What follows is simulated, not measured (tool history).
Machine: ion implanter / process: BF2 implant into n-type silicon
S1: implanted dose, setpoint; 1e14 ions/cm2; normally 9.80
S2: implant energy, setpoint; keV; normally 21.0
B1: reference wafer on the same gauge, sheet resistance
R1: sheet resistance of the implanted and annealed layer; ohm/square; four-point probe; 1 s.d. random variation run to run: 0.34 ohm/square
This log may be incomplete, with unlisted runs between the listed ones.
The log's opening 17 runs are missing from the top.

run 18 hour=1129.4 | S1=11.02 S2=14.0 | B1=241.08 | R1=269.83
run 19 hour=1232.9 | S1=9.80 S2=14.0 | B1=240.99 | R1=273.74
run 20 hour=1290.4 | S1=7.89 S2=21.0 | B1=241.02 | R1=233.94
run 21 hour=1388.0 | S1=7.81 S2=14.5 | B1=241.05 | R1=278.57
run 22 hour=1492.5 | S1=9.80 S2=14.5 | B1=240.88 | R1=269.07
-- hour=1505.9 Faraday cup replaced and dose calibrated
run 23 hour=1587.2 | S1=9.80 S2=18.5 | B1=240.97 | R1=240.12
run 24 hour=1673.3 | S1=12.25 S2=25.5 | B1=241.07 | R1=195.34
run 25 hour=1727.6 | S1=10.77 S2=23.0 | B1=240.93 | R1=210.87
run 26 hour=1817.7 | S1=9.80 S2=21.0 | B1=240.84 | R1=224.74
run 27 hour=1892.8 | S1=9.80 S2=18.5 | B1=241.00 | R1=239.40
run 28 hour=1982.6 | S1=11.91 S2=24.5 | B1=240.90 | R1=200.89
run 29 hour=2066.4 | S1=11.31 S2=27.0 | B1=240.96 | R1=191.37
run 30 hour=2143.6 | S1=9.80 S2=21.0 | B1=241.14 | R1=223.43
-- hour=2178.5 Faraday cup replaced and dose calibrated
run 31 hour=2226.7 | S1=8.67 S2=17.0 | B1=240.91 | R1=255.42

Branching from run 31: 5 alternative next runs. What would each branch give?
run A hour=2227.1 | S1=9.80 S2=21.0 | B1=? | R1=?
run B hour=2227.1 | S1=11.27 S2=25.0 | B1=? | R1=?
run C hour=2227.1 | S1=7.53 S2=26.0 | B1=? | R1=?
run D hour=2227.1 | S1=11.27 S2=19.0 | B1=? | R1=?
run E hour=2227.1 | S1=8.08 S2=14.5 | B1=? | R1=?

run=A B1=240.92 R1=225.15
run=B B1=240.92 R1=200.58
run=C B1=240.92 R1=216.08
run=D B1=240.92 R1=231.95
run=E B1=240.92 R1=278.90
Stripped of hidden state, with their random variation kept, the same runs would have yielded:
run=A R1=224.24
run=B R1=199.74
run=C R1=215.27
run=D R1=231.01
run=E R1=277.90
